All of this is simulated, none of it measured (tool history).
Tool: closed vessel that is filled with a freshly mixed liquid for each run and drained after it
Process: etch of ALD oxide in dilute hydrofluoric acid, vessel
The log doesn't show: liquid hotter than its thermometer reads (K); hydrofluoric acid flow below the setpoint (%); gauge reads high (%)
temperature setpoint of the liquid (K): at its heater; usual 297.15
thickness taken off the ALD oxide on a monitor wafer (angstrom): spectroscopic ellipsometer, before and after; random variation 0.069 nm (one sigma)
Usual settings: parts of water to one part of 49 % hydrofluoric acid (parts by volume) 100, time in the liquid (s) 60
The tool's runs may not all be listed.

run	hour	temperature setpoint of the liquid (K)	parts of water to one part of 49 % hydrofluoric acid (parts by volume)	time in the liquid (s)	wafers since the last listed run	hours since the thermometer was replaced	hours since the hydrofluoric acid flow meter was replaced	hours since the gauge calibration	read-back film thickness of the ALD oxide reference wafer, read on the same gauge (nm)	thickness taken off the ALD oxide on a monitor wafer (angstrom)
1	0.0	297.15	100	60	0	1582.4	828.1	57.9	139.98	224.9
2	30.8	297.15	100	60	2841	1613.2	858.9	88.7	139.98	224.4
3	51.9	297.15	100	60	1946	1634.3	880.0	109.8	139.97	225.8
4	78.4	297.15	100	45	2444	1660.8	906.5	136.3	140.01	170.2
5	101.3	297.15	100	45	2112	1683.7	929.4	159.2	139.97	169.3
# hour 121.0: thermometer replaced
# hour 132.8: hydrofluoric acid flow meter replaced
6	135.3	297.15	100	60	2952	14.3	2.5	193.2	140.00	212.7
7	169.8	297.15	100	60	3182	48.8	37.0	227.7	140.01	210.7
8	196.7	299.65	65	60	2481	75.7	63.9	254.6	139.97	377.4

The next listed run, before its measurement:
9	210.9	297.15	125	60	1310	89.9	78.1	268.8	?	?

{"run 9": {"read-back film thickness of the ALD oxide reference wafer, read on the same gauge (nm)": 140.0, "thickness taken off the ALD oxide on a monitor wafer (angstrom)": 164.7}}
Without the tool's hidden state the same run would have given thickness taken off the ALD oxide on a monitor wafer (angstrom) 163.9.

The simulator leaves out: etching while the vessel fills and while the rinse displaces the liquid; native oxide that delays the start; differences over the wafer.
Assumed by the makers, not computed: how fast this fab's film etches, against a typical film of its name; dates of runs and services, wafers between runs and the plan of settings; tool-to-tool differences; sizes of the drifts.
